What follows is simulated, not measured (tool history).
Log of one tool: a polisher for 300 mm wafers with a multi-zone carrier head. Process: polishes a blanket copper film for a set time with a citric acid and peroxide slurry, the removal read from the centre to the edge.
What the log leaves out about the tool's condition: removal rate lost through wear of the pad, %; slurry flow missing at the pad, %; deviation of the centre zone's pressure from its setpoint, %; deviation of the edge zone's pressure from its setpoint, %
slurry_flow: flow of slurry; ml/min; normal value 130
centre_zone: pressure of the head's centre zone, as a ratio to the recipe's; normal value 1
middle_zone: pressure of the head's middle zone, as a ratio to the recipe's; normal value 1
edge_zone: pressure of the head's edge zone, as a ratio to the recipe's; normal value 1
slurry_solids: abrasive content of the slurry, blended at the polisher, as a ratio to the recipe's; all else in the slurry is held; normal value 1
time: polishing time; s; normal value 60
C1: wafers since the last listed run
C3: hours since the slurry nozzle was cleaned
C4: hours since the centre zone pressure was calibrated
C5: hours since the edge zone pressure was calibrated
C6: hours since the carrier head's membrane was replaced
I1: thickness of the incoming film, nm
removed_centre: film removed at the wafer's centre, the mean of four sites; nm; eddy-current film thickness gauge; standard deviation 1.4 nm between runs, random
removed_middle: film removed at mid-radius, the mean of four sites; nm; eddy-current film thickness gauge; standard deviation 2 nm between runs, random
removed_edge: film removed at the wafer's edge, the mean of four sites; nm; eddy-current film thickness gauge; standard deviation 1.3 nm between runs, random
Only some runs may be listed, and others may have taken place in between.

run 1 hour=0 | slurry_flow=130 centre_zone=0.94 middle_zone=1 edge_zone=1 slurry_solids=1 time=53 | C1=0 wafers_polished_on_this_pad=5775 C3=794.2 C4=355 C5=429.9 C6=299.4 | I1=1138.8 | removed_centre=149.7 removed_middle=166.6 removed_edge=164.3
-- hour=2 slurry nozzle cleaned
-- hour=60.1 worn pad replaced by a new one
run 2 hour=90.1 | slurry_flow=130 centre_zone=1.06 middle_zone=1 edge_zone=1 slurry_solids=1 time=60 | C1=694 wafers_polished_on_this_pad=244 C3=88.1 C4=445.1 C5=520 C6=389.5 | I1=1162.8 | removed_centre=192.9 removed_middle=189.1 removed_edge=186.9
run 3 hour=145.4 | slurry_flow=130 centre_zone=0.92 middle_zone=1.06 edge_zone=1 slurry_solids=1.15 time=60 | C1=451 wafers_polished_on_this_pad=696 C3=143.4 C4=500.4 C5=575.3 C6=444.8 | I1=1125.6 | removed_centre=168 removed_middle=204.1 removed_edge=191.2
-- hour=204.4 edge zone pressure recalibrated
run 4 hour=213.4 | slurry_flow=130 centre_zone=1 middle_zone=1 edge_zone=1 slurry_solids=1 time=60 | C1=538 wafers_polished_on_this_pad=1235 C3=211.4 C4=568.4 C5=9 C6=512.8 | I1=1135.6 | removed_centre=179 removed_middle=189.9 removed_edge=186.8
run 5 hour=281.2 | slurry_flow=130 centre_zone=1 middle_zone=1 edge_zone=1 slurry_solids=1 time=60 | C1=553 wafers_polished_on_this_pad=1788 C3=279.2 C4=636.2 C5=76.8 C6=580.6 | I1=1132.2 | removed_centre=179.1 removed_middle=190 removed_edge=184
run 6 hour=366.3 | slurry_flow=130 centre_zone=0.89 middle_zone=0.9 edge_zone=1 slurry_solids=1 time=60 | C1=694 wafers_polished_on_this_pad=2483 C3=364.3 C4=721.3 C5=161.9 C6=665.7 | I1=1149.4 | removed_centre=159.6 removed_middle=172.3 removed_edge=184.7
run 7 hour=447.6 | slurry_flow=130 centre_zone=1 middle_zone=1 edge_zone=1 slurry_solids=1 time=60 | C1=663 wafers_polished_on_this_pad=3147 C3=445.6 C4=802.6 C5=243.2 C6=747 | I1=1136.7 | removed_centre=180.8 removed_middle=189.4 removed_edge=185.7
run 8 hour=511.8 | slurry_flow=130 centre_zone=1 middle_zone=0.9 edge_zone=1 slurry_solids=1 time=60 | C1=524 wafers_polished_on_this_pad=3671 C3=509.8 C4=866.8 C5=307.4 C6=811.2 | I1=1125.8 | removed_centre=177.4 removed_middle=173 removed_edge=186.4
run 9 hour=564 | slurry_flow=130 centre_zone=1 middle_zone=1 edge_zone=1 slurry_solids=1 time=65 | C1=426 wafers_polished_on_this_pad=4097 C3=562 C4=919 C5=359.6 C6=863.4 | I1=1124.3 | removed_centre=194.4 removed_middle=201.2 removed_edge=199.2
run 10 hour=644.9 | slurry_flow=130 centre_zone=1 middle_zone=1 edge_zone=0.97 slurry_solids=1 time=75 | C1=660 wafers_polished_on_this_pad=4758 C3=642.9 C4=999.9 C5=440.5 C6=944.3 | I1=1138 | removed_centre=224.4 removed_middle=233.8 removed_edge=227.9
-- hour=657 carrier head's membrane replaced by a new one
-- hour=714.1 worn pad replaced by a new one
run 11 hour=736.9 | slurry_flow=130 centre_zone=1 middle_zone=1 edge_zone=1 slurry_solids=1 time=60 | C1=677 wafers_polished_on_this_pad=185 C3=734.9 C4=1091.9 C5=532.5 C6=79.9 | I1=1149.1 | removed_centre=176.8 removed_middle=188.3 removed_edge=185
-- hour=778.1 slurry nozzle cleaned
run 12 hour=780.5 | slurry_flow=130 centre_zone=1 middle_zone=0.95 edge_zone=1.1 slurry_solids=1 time=44 | C1=347 wafers_polished_on_this_pad=533 C3=2.4 C4=1135.5 C5=576.1 C6=123.5 | I1=1152 | removed_centre=129.5 removed_middle=131.9 removed_edge=143.5
-- hour=828.5 edge zone pressure recalibrated
-- hour=853.9 centre zone pressure recalibrated
run 13 hour=884.6 | slurry_flow=130 centre_zone=1.07 middle_zone=1 edge_zone=1 slurry_solids=1.2 time=60 | C1=817 wafers_polished_on_this_pad=1351 C3=106.5 C4=30.7 C5=56.1 C6=227.6 | I1=1132.5 | removed_centre=203.4 removed_middle=193.4 removed_edge=190.1
run 14 hour=989.5 | slurry_flow=130 centre_zone=1 middle_zone=1.09 edge_zone=1 slurry_solids=1 time=60 | C1=856 wafers_polished_on_this_pad=2207 C3=211.4 C4=135.6 C5=161 C6=332.5 | I1=1119.7 | removed_centre=183.3 removed_middle=204.7 removed_edge=185.5
run 15 hour=1048.8 | slurry_flow=130 centre_zone=1 middle_zone=1 edge_zone=1 slurry_solids=1.3 time=74 | C1=484 wafers_polished_on_this_pad=2691 C3=270.7 C4=194.9 C5=220.3 C6=391.8 | I1=1114 | removed_centre=232.3 removed_middle=242.2 removed_edge=239.6
run 16 hour=1355.6 | slurry_flow=130 centre_zone=1.07 middle_zone=1 edge_zone=1 slurry_solids=1.2 time=60 | C1=2505 wafers_polished_on_this_pad=5197 C3=577.5 C4=501.7 C5=527.1 C6=698.6 | I1=1142.6 | removed_centre=199 removed_middle=194.9 removed_edge=188.9
run 17 hour=1409.5 | slurry_flow=170 centre_zone=1 middle_zone=1 edge_zone=1 slurry_solids=1 time=60 | C1=440 wafers_polished_on_this_pad=5637 C3=631.4 C4=555.6 C5=581 C6=752.5 | I1=1155.9 | removed_centre=185.3 removed_middle=190.9 removed_edge=191.3
run 18 hour=1456.1 | slurry_flow=105 centre_zone=1 middle_zone=1 edge_zone=1 slurry_solids=1 time=60 | C1=380 wafers_polished_on_this_pad=6017 C3=678 C4=602.2 C5=627.6 C6=799.1 | I1=1141.1 | removed_centre=175.1 removed_middle=186.9 removed_edge=180.9
-- hour=1532.5 worn pad replaced by a new one
run 19 hour=1556 | slurry_flow=95 centre_zone=1.05 middle_zone=1 edge_zone=1 slurry_solids=0.75 time=44 | C1=783 wafers_polished_on_this_pad=191 C3=777.9 C4=702.1 C5=727.5 C6=899 | I1=1155.3 | removed_centre=126.5 removed_middle=129.9 removed_edge=127.3
-- hour=1600.1 edge zone pressure recalibrated
-- hour=1602.7 slurry nozzle cleaned
run 20 hour=1647.7 | slurry_flow=130 centre_zone=1 middle_zone=1 edge_zone=1 slurry_solids=1 time=60 | C1=724 wafers_polished_on_this_pad=916 C3=45 C4=793.8 C5=47.6 C6=990.7 | I1=1127.5 | removed_centre=179.2 removed_middle=186.4 removed_edge=185.9

Per-run results on a tool with no hidden state, each run keeping its own random variation:
run=1 removed_centre=152.7
run=2 removed_centre=197.4
run=3 removed_centre=172.2
run=4 removed_centre=183.9
run=5 removed_centre=184.3
run=6 removed_centre=164.6
run=7 removed_centre=186.6
run=8 removed_centre=183.3
run=9 removed_centre=200.9
run=10 removed_centre=232.2
run=11 removed_centre=183
run=12 removed_centre=134.2
run=13 removed_centre=203.9
run=14 removed_centre=185.2
run=15 removed_centre=235.5
run=16 removed_centre=204.3
run=17 removed_centre=190.6
run=18 removed_centre=180.3
run=19 removed_centre=130.5
run=20 removed_centre=185.2
removed_middle: at most 0.1 nm away from the measurement, every run.
For removed_edge, the value without the hidden state matches the measurement in each run.

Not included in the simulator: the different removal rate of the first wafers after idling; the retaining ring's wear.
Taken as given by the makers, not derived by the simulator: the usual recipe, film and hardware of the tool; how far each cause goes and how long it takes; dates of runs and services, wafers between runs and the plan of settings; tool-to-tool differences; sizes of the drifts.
